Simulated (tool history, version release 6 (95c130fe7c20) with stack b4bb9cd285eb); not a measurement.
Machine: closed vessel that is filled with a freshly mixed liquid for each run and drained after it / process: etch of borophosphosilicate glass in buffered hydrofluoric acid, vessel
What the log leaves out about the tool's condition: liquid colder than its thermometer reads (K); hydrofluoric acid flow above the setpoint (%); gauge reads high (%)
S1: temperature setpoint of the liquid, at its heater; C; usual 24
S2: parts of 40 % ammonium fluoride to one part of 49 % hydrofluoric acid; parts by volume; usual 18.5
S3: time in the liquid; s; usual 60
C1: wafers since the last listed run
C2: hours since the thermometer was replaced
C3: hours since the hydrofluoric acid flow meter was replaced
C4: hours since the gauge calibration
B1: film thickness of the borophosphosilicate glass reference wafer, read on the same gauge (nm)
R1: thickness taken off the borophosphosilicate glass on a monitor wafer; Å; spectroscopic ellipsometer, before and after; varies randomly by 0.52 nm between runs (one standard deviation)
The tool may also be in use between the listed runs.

{"run": 1, "hour": 0.0, "S1": 24, "S2": 18.5, "S3": 60, "C1": 0, "C2": 1459.5, "C3": 1244.9, "C4": 228.2, "B1": 40.04, "R1": 653.4}
{"run": 2, "hour": 8.1, "S1": 24, "S2": 17, "S3": 60, "C1": 1130, "C2": 1467.6, "C3": 1253, "C4": 236.3, "B1": 40.01, "R1": 715.5}
{"run": 3, "hour": 17.0, "S1": 24, "S2": 17, "S3": 60, "C1": 1242, "C2": 1476.5, "C3": 1261.9, "C4": 245.2, "B1": 40, "R1": 707}
{"run": 4, "hour": 58.7, "S1": 24, "S2": 18.5, "S3": 60, "C1": 5822, "C2": 1518.2, "C3": 1303.6, "C4": 286.9, "B1": 39.99, "R1": 665.4}
{"run": 5, "hour": 66.9, "S1": 24, "S2": 18.5, "S3": 60, "C1": 1144, "C2": 1526.4, "C3": 1311.8, "C4": 295.1, "B1": 40.04, "R1": 656}
{"run": 6, "hour": 73.1, "S1": 24, "S2": 18.5, "S3": 60, "C1": 865, "C2": 1532.6, "C3": 1318, "C4": 301.3, "B1": 39.96, "R1": 651.8}
{"run": 7, "hour": 96.1, "S1": 24, "S2": 18.5, "S3": 60, "C1": 3211, "C2": 1555.6, "C3": 1341, "C4": 324.3, "B1": 40.01, "R1": 656.1}
{"run": 8, "hour": 109.8, "S1": 24, "S2": 18.5, "S3": 60, "C1": 1912, "C2": 1569.3, "C3": 1354.7, "C4": 338, "B1": 39.99, "R1": 659.4}
{"hour": 110.8, "done": "thermometer replaced"}
{"run": 9, "hour": 127.8, "S1": 24, "S2": 18.5, "S3": 60, "C1": 2373, "C2": 17, "C3": 1372.7, "C4": 356, "B1": 39.99, "R1": 729.1}
{"run": 10, "hour": 142.9, "S1": 24, "S2": 18.5, "S3": 60, "C1": 2108, "C2": 32.1, "C3": 1387.8, "C4": 371.1, "B1": 39.98, "R1": 721.3}
{"run": 11, "hour": 149.8, "S1": 24, "S2": 18.5, "S3": 60, "C1": 963, "C2": 39, "C3": 1394.7, "C4": 378, "B1": 40.01, "R1": 733.7}
{"run": 12, "hour": 159.6, "S1": 24, "S2": 18.5, "S3": 60, "C1": 1368, "C2": 48.8, "C3": 1404.5, "C4": 387.8, "B1": 40, "R1": 727.4}
{"hour": 160.7, "done": "gauge calibrated"}
{"run": 13, "hour": 170.1, "S1": 24, "S2": 12.5, "S3": 60, "C1": 1465, "C2": 59.3, "C3": 1415, "C4": 9.4, "B1": 40.01, "R1": 1074.3}
{"run": 14, "hour": 185.0, "S1": 24, "S2": 18.5, "S3": 60, "C1": 2080, "C2": 74.2, "C3": 1429.9, "C4": 24.3, "B1": 39.94, "R1": 726.9}
{"run": 15, "hour": 193.3, "S1": 24, "S2": 22, "S3": 90, "C1": 1158, "C2": 82.5, "C3": 1438.2, "C4": 32.6, "B1": 39.99, "R1": 919}

For run 16, what comes out?
{"hour": 202.8, "done": "hydrofluoric acid flow meter replaced"}
{"run": 16, "hour": 208.3, "S1": 25.5, "S2": 15.5, "S3": 70, "C1": 1954, "C2": 97.5, "C3": 5.5, "C4": 47.6, "B1": "?", "R1": "?"}

{"run 16": {"B1": 40.02, "R1": 990.5}}
Were there no unlogged condition in the tool, this run, its random variation unchanged, would have produced R1 1011.1 Å.
